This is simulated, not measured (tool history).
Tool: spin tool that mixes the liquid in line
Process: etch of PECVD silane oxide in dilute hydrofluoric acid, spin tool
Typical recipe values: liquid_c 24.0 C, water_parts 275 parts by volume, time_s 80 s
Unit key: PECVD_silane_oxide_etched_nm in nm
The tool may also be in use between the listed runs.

run,hour,liquid_c,water_parts,time_s,wafers since the last listed run,hours since the thermometer was replaced,hours since the hydrofluoric acid flow meter was replaced,hours since the gauge calibration,"read-back film thickness of the PECVD silane oxide reference wafer, read on the same gauge (nm)",PECVD_silane_oxide_etched_nm
1,0.0,24.0,275,80,0,1846.8,1323.1,232.5,120.02,7.51
2,51.7,24.0,275,80,692,1898.5,1374.8,284.2,119.98,7.52
3,121.8,24.0,275,80,939,1968.6,1444.9,354.3,119.98,7.56
4,158.9,24.0,275,55,496,2005.7,1482.0,391.4,120.01,5.13
5,205.3,24.0,275,55,621,2052.1,1528.4,437.8,119.98,5.07
6,264.7,24.0,275,55,795,2111.5,1587.8,497.2,120.02,5.07
7,305.2,24.0,275,95,542,2152.0,1628.3,537.7,119.98,8.79
8,338.0,24.0,275,95,439,2184.8,1661.1,570.5,120.01,8.69
9,383.8,24.0,275,95,613,2230.6,1706.9,616.3,120.01,8.73
10,416.7,20.5,275,80,440,2263.5,1739.8,649.2,120.01,6.41
11,462.0,19.0,185,80,606,2308.8,1785.1,694.5,119.97,9.63
12,514.4,24.0,395,80,701,2361.2,1837.5,746.9,120.02,4.67
# hour 522.5: thermometer replaced
13,540.7,28.5,190,80,338,18.2,1863.8,773.2,119.97,15.11
14,569.3,24.0,275,35,383,46.8,1892.4,801.8,120.00,3.64
15,625.4,24.0,275,80,751,102.9,1948.5,857.9,119.98,8.11
16,652.3,24.0,275,95,360,129.8,1975.4,884.8,120.00,9.72
17,679.9,24.0,275,80,369,157.4,2003.0,912.4,120.00,8.11
18,740.9,26.0,195,95,817,218.4,2064.0,973.4,119.96,15.58
# hour 760.5: hydrofluoric acid flow meter replaced
19,790.8,24.0,275,55,655,268.3,30.3,1023.3,119.99,5.55
# hour 849.2: gauge calibrated
20,922.1,29.0,235,95,1758,399.6,161.6,72.9,120.04,13.50

For run 21, what comes out?
21,1111.4,22.0,275,60,2535,588.9,350.9,262.2,?,?

{"run 21": {"read-back film thickness of the PECVD silane oxide reference wafer, read on the same gauge (nm)": 120.01, "PECVD_silane_oxide_etched_nm": 5.68}}
Without the tool's hidden state the same run would have given PECVD_silane_oxide_etched_nm 5.87 nm.
